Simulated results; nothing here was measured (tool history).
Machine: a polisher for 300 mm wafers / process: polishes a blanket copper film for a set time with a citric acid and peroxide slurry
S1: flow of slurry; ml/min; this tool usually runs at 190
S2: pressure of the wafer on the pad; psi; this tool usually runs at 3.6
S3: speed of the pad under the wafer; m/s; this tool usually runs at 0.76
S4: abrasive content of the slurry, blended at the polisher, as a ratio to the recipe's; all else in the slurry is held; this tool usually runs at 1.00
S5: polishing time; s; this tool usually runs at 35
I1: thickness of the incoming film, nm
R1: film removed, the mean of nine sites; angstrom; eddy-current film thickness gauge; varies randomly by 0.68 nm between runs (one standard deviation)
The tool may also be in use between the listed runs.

Run 1, hour 0.0: usual settings but S4 1.15; I1 649.7. Result: R1 717 angstrom.
Run 2, hour 31.1: usual settings but S4 1.15; I1 645.4. Result: R1 718 angstrom.
At hour 67.3: slurry nozzle cleaned.
At hour 124.5: worn pad replaced by a new one.
Run 3, hour 149.1: usual settings but S4 1.15; I1 641.3. Result: R1 720 angstrom.
Run 4, hour 188.7: usual settings but S4 0.80; I1 640.2. Result: R1 676 angstrom.
Run 5, hour 258.8: usual settings but S4 0.80; I1 652.6. Result: R1 677 angstrom.
At hour 281.5: slurry nozzle cleaned.
Run 6, hour 290.5: usual settings; I1 649.4. Result: R1 712 angstrom.
At hour 309.6: worn pad replaced by a new one.
Run 7, hour 322.4: usual settings but S2 4.0 psi, S4 0.90; I1 646.5. Result: R1 787 angstrom.
Run 8, hour 367.1: usual settings; I1 659.0. Result: R1 720 angstrom.
At hour 418.1: slurry blender recalibrated.
At hour 435.4: head pressure recalibrated.
At hour 460.5: worn pad replaced by a new one.
At hour 460.6: slurry nozzle cleaned.
Run 9, hour 559.3: usual settings; I1 657.0. Result: R1 684 angstrom.
At hour 616.1: worn pad replaced by a new one.
Run 10, hour 626.7: usual settings but S3 0.96 m/s; I1 654.2. Result: R1 826 angstrom.
Run 11, hour 665.1: usual settings but S4 1.20; I1 656.4. Result: R1 712 angstrom.
At hour 681.8: slurry nozzle cleaned.
Run 12, hour 692.2: usual settings; I1 664.0. Result: R1 682 angstrom.
At hour 755.8: worn pad replaced by a new one.
Run 13, hour 756.3: usual settings but S1 135 ml/min; I1 659.5. Result: R1 661 angstrom.
Run 14, hour 790.2: usual settings but S2 4.0 psi, S4 0.70, S5 25 s; I1 655.1. Result: R1 499 angstrom.
Run 15, hour 818.6: usual settings but S1 215 ml/min, S4 0.85, S5 29 s; I1 651.6. Result: R1 558 angstrom.

4 options for the next run, each taken on its own from the tool as it stands now. Forecast them:
Run A, hour 819.0: usual settings but S3 0.92 m/s; I1 646.4. Result: R1 ?.
Run B, hour 819.0: usual settings but S1 245 ml/min, S5 42 s; I1 646.4. Result: R1 ?.
Run C, hour 819.0: usual settings but S1 255 ml/min, S3 0.88 m/s; I1 646.4. Result: R1 ?.
Run D, hour 819.0: usual settings but S1 160 ml/min, S2 3.2 psi, S3 0.62 m/s, S5 45 s; I1 646.4. Result: R1 ?.

run   R1
  A  806
  B  848
  C  796
  D  671
Take away the tool's hidden state, keep each run's random variation, and the runs would have read:
run   R1
  A  802
  B  844
  C  792
  D  668
